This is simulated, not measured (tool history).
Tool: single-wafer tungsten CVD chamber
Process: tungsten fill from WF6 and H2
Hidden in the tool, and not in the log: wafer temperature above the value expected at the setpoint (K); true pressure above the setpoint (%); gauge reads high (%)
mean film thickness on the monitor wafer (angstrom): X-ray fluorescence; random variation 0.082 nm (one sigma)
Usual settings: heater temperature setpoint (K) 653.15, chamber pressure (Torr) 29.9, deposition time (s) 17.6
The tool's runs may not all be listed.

run   hour  heater temperature setpoint (K)  chamber pressure (Torr)  deposition time (s)  wafers since the last listed run  hours since the last thermocouple change  hours since the last manometer calibration  hours since the showerhead was replaced  hours since the gauge calibration  read-back reference wafer on the same gauge, thickness_nm  mean film thickness on the monitor wafer (angstrom)
  1      0                           653.15                     29.9                 19.9                                 0                                     978.2                                      1911.3                                   4307.3                              135.3                                                     30.519                                               377.54
  2   21.1                           653.15                     29.9                 17.6                               614                                     999.3                                      1932.4                                   4328.4                              156.4                                                     30.497                                               334.07
  3   56.6                           653.15                     29.9                 17.6                              1033                                    1034.8                                      1967.9                                   4363.9                              191.9                                                     30.538                                               334.16
  4     82                           653.15                     29.9                 17.6                               739                                    1060.2                                      1993.3                                   4389.3                              217.3                                                     30.531                                                334.8
  5  115.9                           653.15                     29.9                 17.6                               987                                    1094.1                                      2027.2                                   4423.2                              251.2                                                     30.502                                               335.28
  6  135.1                           653.15                     29.9                 17.6                               559                                    1113.3                                      2046.4                                   4442.4                              270.4                                                     30.509                                               334.38
  7  156.1                           653.15                     29.9                 17.6                               611                                    1134.3                                      2067.4                                   4463.4                              291.4                                                     30.516                                               333.32
  8    174                           653.15                     29.9                 17.6                               521                                    1152.2                                      2085.3                                   4481.3                              309.3                                                     30.481                                               334.45
  9  195.4                           653.15                     29.9                 17.6                               623                                    1173.6                                      2106.7                                   4502.7                              330.7                                                     30.468                                               334.94
 10  211.7                           653.15                     29.9                 17.6                               474                                    1189.9                                        2123                                     4519                                347                                                     30.505                                               336.83
 11  228.6                           653.15                     29.9                 17.6                               492                                    1206.8                                      2139.9                                   4535.9                              363.9                                                      30.53                                               336.79
 12  260.7                           653.15                     29.9                 15.7                               934                                    1238.9                                        2172                                     4568                                396                                                     30.474                                               298.83
     274.6  -- showerhead replaced, of another model than before
 13  277.5                           653.15                     29.9                 15.7                               256                                    1255.7                                      2188.8                                      2.9                              412.8                                                     30.471                                               296.36
 14  303.6                           653.15                     29.9                 15.7                               760                                    1281.8                                      2214.9                                       29                              438.9                                                     30.506                                               296.54
     317.3  -- thermocouple changed; heater temperature recalibrated
     328.5  -- gauge calibrated
 15  336.3                           653.15                     29.9                 17.6                               719                                        19                                      2247.6                                     61.7                                7.8                                                     30.493                                               333.21
 16  365.8                           667.15                     27.4                 14.8                               859                                      48.5                                      2277.1                                     91.2                               37.3                                                     30.532                                               354.68
 17  396.6                           663.15                     25.3                 19.1                               896                                      79.3                                      2307.9                                      122                               68.1                                                     30.494                                               421.78
     473.1  -- capacitance manometer re-zeroed and calibrated
 18  488.3                           653.15                     26.7                 14.9                              2437                                       171                                        15.2                                    213.7                              159.8                                                     30.516                                               271.41
 19  520.4                           640.15                     29.9                 19.8                               934                                     203.1                                        47.3                                    245.8                              191.9                                                     30.496                                               287.17
 20  553.2                           643.15                     24.8                 15.1                               955                                     235.9                                        80.1                                    278.6                              224.7                                                     30.498                                               225.24
 21  573.4                           653.15                     29.9                 17.6                               588                                     256.1                                       100.3                                    298.8                              244.9                                                     30.481                                               326.02
 22  602.6                           653.15                       34                 17.6                               850                                     285.3                                       129.5                                      328                              274.1                                                     30.496                                               335.86
 23  629.7                           639.15                     35.3                 14.7                               789                                     312.4                                       156.6                                    355.1                              301.2                                                     30.488                                               214.45
 24  643.8                           643.15                     33.9                 14.3                               410                                     326.5                                       170.7                                    369.2                              315.3                                                     30.466                                               223.83
 25  678.7                           660.15                     29.9                 17.6                              1016                                     361.4                                       205.6                                    404.1                              350.2                                                     30.503                                               373.31
 26  696.3                           664.15                       26                 19.5                               512                                       379                                       223.2                                    421.7                              367.8                                                     30.495                                               432.02
 27  719.4                           653.15                     29.9                 17.6                               672                                     402.1                                       246.3                                    444.8                              390.9                                                     30.526                                               326.77
 28  743.8                           653.15                     29.9                 14.4                               710                                     426.5                                       270.7                                    469.2                              415.3                                                     30.485                                                  267

3 ways to go on from here, each from the tool as it stands after run 28. What would each give?
  A  744.2                           653.15                     29.9                 17.6                                11                                     426.9                                       271.1                                    469.6                              415.7                                                          ?                                                    ?
  B  744.2                           653.15                     29.9                 14.7                                11                                     426.9                                       271.1                                    469.6                              415.7                                                          ?                                                    ?
  C  744.2                           653.15                     29.9                 19.5                                11                                     426.9                                       271.1                                    469.6                              415.7                                                          ?                                                    ?

run  read-back reference wafer on the same gauge, thickness_nm  mean film thickness on the monitor wafer (angstrom)
  A                                                     30.497                                               326.25
  B                                                     30.497                                               272.28
  C                                                     30.497                                               361.63
Without the tool's hidden state the same runs would have given:
run  mean film thickness on the monitor wafer (angstrom)
  A                                               326.47
  B                                               272.46
  C                                               361.87

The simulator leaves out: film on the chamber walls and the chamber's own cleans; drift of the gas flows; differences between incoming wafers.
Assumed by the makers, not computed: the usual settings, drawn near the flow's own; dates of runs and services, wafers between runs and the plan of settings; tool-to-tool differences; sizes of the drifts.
